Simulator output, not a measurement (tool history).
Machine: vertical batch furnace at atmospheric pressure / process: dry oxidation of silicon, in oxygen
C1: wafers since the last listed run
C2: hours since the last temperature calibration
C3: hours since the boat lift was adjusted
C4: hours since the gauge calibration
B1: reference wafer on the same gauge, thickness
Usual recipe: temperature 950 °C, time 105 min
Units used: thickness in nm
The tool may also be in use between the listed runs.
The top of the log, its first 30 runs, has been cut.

Run 31, day 18.088: usual settings but temperature 930 °C, time 151 min; C1 348; C2 113; C3 37.9; C4 267.2; B1 89.89. Result: thickness 98.31 nm.
Run 32, day 18.554: usual settings but temperature 928 °C, time 124 min; C1 212; C2 124.2; C3 49.1; C4 278.4; B1 89.93. Result: thickness 88.82 nm.
Run 33, day 18.942: usual settings but temperature 970 °C, time 151 min; C1 176; C2 133.5; C3 58.4; C4 287.7; B1 89.87. Result: thickness 122.7 nm.
Run 34, day 19.554: usual settings but temperature 938 °C, time 126 min; C1 278; C2 148.2; C3 73.1; C4 302.4; B1 89.92. Result: thickness 94.56 nm.
Run 35, day 19.867: usual settings but temperature 965 °C, time 64 min; C1 142; C2 155.7; C3 80.6; C4 309.9; B1 89.9. Result: thickness 80.44 nm.
Run 36, day 20.346: usual settings but temperature 964 °C, time 58.5 min; C1 217; C2 167.2; C3 92.1; C4 321.4; B1 89.92. Result: thickness 77.16 nm.
Run 37, day 21.421: usual settings; C1 488; C2 193; C3 117.9; C4 347.2; B1 89.91. Result: thickness 92.46 nm.
Run 38, day 22.196: usual settings but temperature 973 °C, time 62 min; C1 352; C2 211.6; C3 136.5; C4 365.8; B1 89.89. Result: thickness 81.99 nm.

5 ways to go on from here, each from the tool as it stands after run 38. What would each give?
Run A, day 22.396: usual settings but time 73.5 min; C1 90; C2 216.4; C3 141.3; C4 370.6; B1 ?. Result: thickness ?.
Run B, day 22.396: usual settings but temperature 942 °C; C1 90; C2 216.4; C3 141.3; C4 370.6; B1 ?. Result: thickness ?.
Run C, day 22.396: usual settings but temperature 933 °C, time 121.5 min; C1 90; C2 216.4; C3 141.3; C4 370.6; B1 ?. Result: thickness ?.
Run D, day 22.396: usual settings but temperature 926 °C; C1 90; C2 216.4; C3 141.3; C4 370.6; B1 ?. Result: thickness ?.
Run E, day 22.396: usual settings but time 89 min; C1 90; C2 216.4; C3 141.3; C4 370.6; B1 ?. Result: thickness ?.

run    B1  thickness
  A  89.9       79.3
  B  89.9      88.63
  C  89.9      90.25
  D  89.9      81.59
  E  89.9      85.84
What these runs would have given with no unlogged condition in the tool:
run  thickness
  A       79.8
  B      89.24
  C      90.91
  D      82.19
  E      86.42
